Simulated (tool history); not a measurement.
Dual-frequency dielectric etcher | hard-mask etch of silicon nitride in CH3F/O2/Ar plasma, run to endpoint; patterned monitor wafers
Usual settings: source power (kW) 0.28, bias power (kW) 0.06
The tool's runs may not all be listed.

| run | hour | source power (kW) | bias power (kW) | incoming incoming film thickness, nm | endpoint time (s) |
|---|---|---|---|---|---|
| 1 | 0 | 0.28 | 0.06 | 29.82 | 52.6 |
| 2 | 13 | 0.28 | 0.06 | 29.5 | 52.5 |
| 3 | 25.3 | 0.33 | 0.06 | 29.77 | 50 |
| 4 | 31.5 | 0.28 | 0.06 | 29.73 | 52.8 |
| 5 | 48.2 | 0.31 | 0.06 | 30.14 | 52.2 |
| 6 | 63.9 | 0.31 | 0.06 | 29.77 | 51.1 |
| 7 | 70.5 | 0.32 | 0.06 | 29.51 | 50.3 |
| 8 | 87.1 | 0.32 | 0.06 | 29.8 | 50.5 |
| 9 | 94.3 | 0.28 | 0.048 | 29.44 | 55.8 |
| 10 | 112 | 0.25 | 0.06 | 29.65 | 53.9 |
|  | 119.8 | source power generator calibrated |
|  | 147.2 | wet clean of the chamber |
| 11 | 147.7 | 0.25 | 0.06 | 29.64 | 56.9 |
| 12 | 148 | 0.3 | 0.053 | 29.44 | 54.8 |
| 13 | 148.3 | 0.28 | 0.06 | 29.16 | 54.1 |
| 14 | 181.6 | 0.34 | 0.067 | 29.51 | 49.3 |
| 15 | 189.4 | 0.34 | 0.06 | 29.69 | 51.2 |
| 16 | 197.2 | 0.23 | 0.048 | 29.63 | 61.9 |
|  | 246.6 | bias power generator calibrated |
|  | 251.7 | upper electrode replaced |
| 17 | 252.2 | 0.28 | 0.047 | 29.47 | 58 |
| 18 | 252.5 | 0.28 | 0.06 | 29.76 | 54.3 |
| 19 | 262.1 | 0.31 | 0.071 | 29.91 | 50 |
| 20 | 278.6 | 0.25 | 0.051 | 29.58 | 58.5 |
| 21 | 294.8 | 0.26 | 0.07 | 29.7 | 52.8 |
| 22 | 312.6 | 0.23 | 0.068 | 29.46 | 54.2 |
| 23 | 320.4 | 0.25 | 0.051 | 29.25 | 57.8 |

Hidden state or all else? Some run-to-run changes of endpoint time (s), split into what the settings, what came in and random variation would give without the hidden state, and what is left for the hidden state (with any gauge scatter that isn't in both results):
The hidden state here: etch rate over this chamber's usual, %; source power that arrives over what is set, %; bias power that arrives over what is set, %.
Run 8 -> 9: source power (kW) 0.32 -> 0.28, bias power (kW) 0.06 -> 0.048. endpoint time (s) +5.3: hidden state -0.3, all else +5.6.
Run 10 -> 11: source power generator calibrated, wet clean of the chamber. endpoint time (s) +3: hidden state +2.6, all else +0.4.
Run 15 -> 16: source power (kW) 0.34 -> 0.23, bias power (kW) 0.06 -> 0.048. endpoint time (s) +10.7: hidden state +0, all else +10.7.
Run 19 -> 20: source power (kW) 0.31 -> 0.25, bias power (kW) 0.071 -> 0.051. endpoint time (s) +8.5: hidden state -0.2, all else +8.7.
